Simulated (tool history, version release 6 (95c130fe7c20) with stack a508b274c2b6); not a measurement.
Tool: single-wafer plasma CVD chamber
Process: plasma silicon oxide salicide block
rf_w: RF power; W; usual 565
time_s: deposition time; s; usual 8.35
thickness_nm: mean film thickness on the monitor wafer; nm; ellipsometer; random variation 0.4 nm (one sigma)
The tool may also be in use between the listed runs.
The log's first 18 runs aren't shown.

run,hour,rf_w,time_s,"read-back reference wafer on the same gauge, thickness_nm",thickness_nm
19,846.5,565,7.21,99.884,73.952
20,890.9,625,7.51,99.806,80.48
21,923.3,565,8.35,99.82,86.103
22,966,565,8.35,99.733,85.792
23,1027.2,620,7.49,99.649,79.433
# hour 1040.8: RF generator calibrated
24,1093,565,9.33,99.666,95.025
25,1142.2,565,8.35,99.502,85.793
26,1174.8,635,9.33,99.437,100.052
27,1214.3,625,9.56,99.302,101.59
28,1248.7,465,8.35,99.249,78.629
29,1305.7,600,10,99.133,103.993
30,1352.4,500,10.02,99.033,97.295
31,1386.8,565,8.35,99.016,85.071

4 ways to go on from here, each from the tool as it stands after run 31. What would each give?
A,1387.2,625,8.35,?,?
B,1387.2,625,7.23,?,?
C,1387.2,655,7.25,?,?
D,1387.2,670,8.35,?,?

run,"read-back reference wafer on the same gauge, thickness_nm",thickness_nm
A,98.937,87.954
B,98.937,76.157
C,98.937,77.752
D,98.937,90.321
Without the tool's hidden state the same runs would have given:
run,thickness_nm
A,89.247
B,77.276
C,78.894
D,91.649

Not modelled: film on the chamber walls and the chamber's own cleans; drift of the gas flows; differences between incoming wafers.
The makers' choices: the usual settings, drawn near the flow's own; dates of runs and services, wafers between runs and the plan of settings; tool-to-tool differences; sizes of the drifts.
